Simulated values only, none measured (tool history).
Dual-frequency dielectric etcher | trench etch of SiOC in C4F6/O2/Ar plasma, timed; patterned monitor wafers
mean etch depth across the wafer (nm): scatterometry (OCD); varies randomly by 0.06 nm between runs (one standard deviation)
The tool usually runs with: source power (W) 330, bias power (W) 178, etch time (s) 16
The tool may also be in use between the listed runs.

run	hour	source power (W)	bias power (W)	etch time (s)	wafers since the last listed run	hours since the last wet clean	hours since the last source power generator calibration	hours since the last bias power generator calibration	hours since the last upper electrode change	hours since the gauge calibration	read-back reference wafer on the same gauge, depth_nm	mean etch depth across the wafer (nm)
1	0	330	178	16	0	494.9	1096.5	4691	1355.9	503.5	27.01	33.12
2	24.8	330	178	16	370	519.7	1121.3	4715.8	1380.7	528.3	27.02	33.09
3	91.4	330	178	16	993	586.3	1187.9	4782.4	1447.3	594.9	27.04	33.15
# hour 150.7: wet clean of the chamber
4	154.3	330	178	16	580	3.6	1250.8	4845.3	1510.2	657.8	26.99	32.33
5	196.7	390	178	16	632	46	1293.2	4887.7	1552.6	700.2	26.99	34.41
6	272.5	390	178	16	1130	121.8	1369	4963.5	1628.4	776	27.01	34.53
7	341.6	330	151	17	1030	190.9	1438.1	5032.6	1697.5	845.1	26.98	32.42
# hour 376: bias power generator calibrated
8	388.4	330	151	17	638	237.7	1484.9	12.4	1744.3	891.9	27.01	32.48
9	417.3	270	178	16	431	266.6	1513.8	41.3	1773.2	920.8	27.01	30.46
10	482.2	380	178	16	968	331.5	1578.7	106.2	1838.1	985.7	26.98	34.63
11	517.9	330	178	16	532	367.2	1614.4	141.9	1873.8	1021.4	26.99	32.95
# hour 567.5: source power generator calibrated
12	568	360	144	12	687	417.3	0.5	192	1923.9	1071.5	26.98	23.12
# hour 585.8: gauge calibrated
# hour 596.8: upper electrode replaced
13	605.6	330	178	16	202	454.9	38.1	229.6	8.8	19.8	26.98	32.62
14	641.3	290	134	13.5	532	490.6	73.8	265.3	44.5	55.5	27	23.42
15	709.1	330	178	12.5	1011	558.4	141.6	333.1	112.3	123.3	27	25.48
# hour 741.7: wet clean of the chamber
16	759.1	260	134	12.5	387	17.4	191.6	383.1	162.3	173.3	27.03	20.59
17	892.4	380	210	18.5	1988	150.7	324.9	516.4	295.6	306.6	27	41.74
18	945.9	330	159	16	798	204.2	378.4	569.9	349.1	360.1	27.01	30.78
19	1004.4	400	142	18.5	872	262.7	436.9	628.4	407.6	418.6	27.01	36.45

Exercise: give the hidden state of the tool at every run:
bias power that arrives over what is set, %: 0 at every run
gauge reads high (%): 0 at every run
H1: etch rate over this chamber's usual, %
H2: source power that arrives over what is set, %
run	H1	H2
1	2.31	1.41
2	2.39	1.49
3	2.63	1.73
4	-0.117	1.96
5	0.0343	2.13
6	0.305	2.44
7	0.552	2.73
8	0.719	2.94
9	0.822	3.07
10	1.05	3.38
11	1.18	3.56
12	1.36	-0.604
13	1.49	-0.602
14	1.62	-0.596
15	1.86	-0.573
16	-0.179	-0.548
17	0.297	-0.442
18	0.488	-0.385
19	0.697	-0.312
